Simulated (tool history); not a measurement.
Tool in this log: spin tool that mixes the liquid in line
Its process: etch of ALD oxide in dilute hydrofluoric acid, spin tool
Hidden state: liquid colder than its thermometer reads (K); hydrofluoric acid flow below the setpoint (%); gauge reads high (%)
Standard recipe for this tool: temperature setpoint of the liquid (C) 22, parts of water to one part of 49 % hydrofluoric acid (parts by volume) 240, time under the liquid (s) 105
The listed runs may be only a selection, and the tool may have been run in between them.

run	hour	temperature setpoint of the liquid (C)	parts of water to one part of 49 % hydrofluoric acid (parts by volume)	time under the liquid (s)	wafers since the last listed run	hours since the thermometer was replaced	hours since the hydrofluoric acid flow meter was replaced	hours since the gauge calibration	read-back film thickness of the ALD oxide reference wafer, read on the same gauge (nm)	thickness taken off the ALD oxide on a monitor wafer (nm)
1	0	22	240	105	0	2143.6	773.9	472.4	29.99	8.58
2	35.5	22	240	105	197	2179.1	809.4	507.9	29.99	8.59
3	62.8	22	210	105	151	2206.4	836.7	535.2	29.97	10.14
4	93	22	240	105	168	2236.6	866.9	565.4	29.98	8.55
5	108.9	22	240	105	88	2252.5	882.8	581.3	30	8.74
6	124.1	19.5	240	105	84	2267.7	898	596.5	29.99	7.71
7	207.7	19.5	240	105	465	2351.3	981.6	680.1	29.98	7.74
8	236.1	19.5	240	105	158	2379.7	1010	708.5	30.02	7.74
9	259.5	22	240	105	130	2403.1	1033.4	731.9	30.01	8.41
10	292.9	22	240	105	185	2436.5	1066.8	765.3	29.99	8.4
11	315.1	23	240	105	123	2458.7	1089	787.5	30	8.67
12	333.8	23	240	105	104	2477.4	1107.7	806.2	30.01	8.81
13	363.1	23	240	105	163	2506.7	1137	835.5	30	8.71
14	398.9	20	240	105	199	2542.5	1172.8	871.3	29.98	7.83
15	429.1	22	240	105	168	2572.7	1203	901.5	30.01	8.53
16	450.8	25	240	105	120	2594.4	1224.7	923.2	29.99	9.28
17	479.7	19.5	350	105	160	2623.3	1253.6	952.1	30.02	4.67
18	512.2	17.5	165	125	180	2655.8	1286.1	984.6	30.02	13.01
19	536.4	22	240	105	134	2680	1310.3	1008.8	30	8.3
20	566.8	22	295	105	169	2710.4	1340.7	1039.2	29.99	6.41
21	673.7	22	240	105	595	2817.3	1447.6	1146.1	30	8.25
# hour 694.9: gauge calibrated
22	706.9	25.5	240	135	184	2850.5	1480.8	12	29.99	12.18
# hour 709.7: hydrofluoric acid flow meter replaced
23	742.7	22	240	135	193	2886.3	33	47.8	30	11.12
24	760.9	22	240	105	101	2904.5	51.2	66	29.99	8.66
# hour 800: thermometer replaced
25	825.1	20.5	195	105	351	25.1	115.4	130.2	30	11.41
26	859.6	20	120	140	192	59.6	149.9	164.7	30.03	26.85
27	892	22	240	105	180	92	182.3	197.1	30.01	9.42
28	912.7	22	325	65	115	112.7	203	217.8	30.01	3.99
29	948.6	22	240	105	199	148.6	238.9	253.7	30.01	9.4
30	983.4	22	240	105	193	183.4	273.7	288.5	30.01	9.41
31	1019	22	315	150	198	219	309.3	324.1	30.01	9.61
32	1034.9	22	240	105	88	234.9	325.2	340	30	9.42
33	1060.7	22	340	90	143	260.7	351	365.8	30.01	5.17
34	1093.5	17.5	280	125	182	293.5	383.8	398.6	29.99	7.7
35	1111	26	240	105	97	311	401.3	416.1	30.01	10.85

Measured result minus the same run's result without the hidden state. Both carry the same run-to-run variation, though not necessarily the same gauge scatter:
run	thickness taken off the ALD oxide on a monitor wafer (nm)
1	-0.94
2	-0.96
3	-1.17
4	-1
5	-1.03
6	-0.93
7	-0.98
8	-1
9	-1.09
10	-1.11
11	-1.15
12	-1.18
13	-1.19
14	-1.12
15	-1.22
16	-1.31
17	-0.69
18	-2.02
19	-1.25
20	-0.97
21	-1.33
22	-1.95
23	-1.19
24	-0.94
25	-0.05
26	-0.18
27	-0.08
28	-0.04
29	-0.13
30	-0.15
31	-0.17
32	-0.18
33	-0.11
34	-0.19
35	-0.26
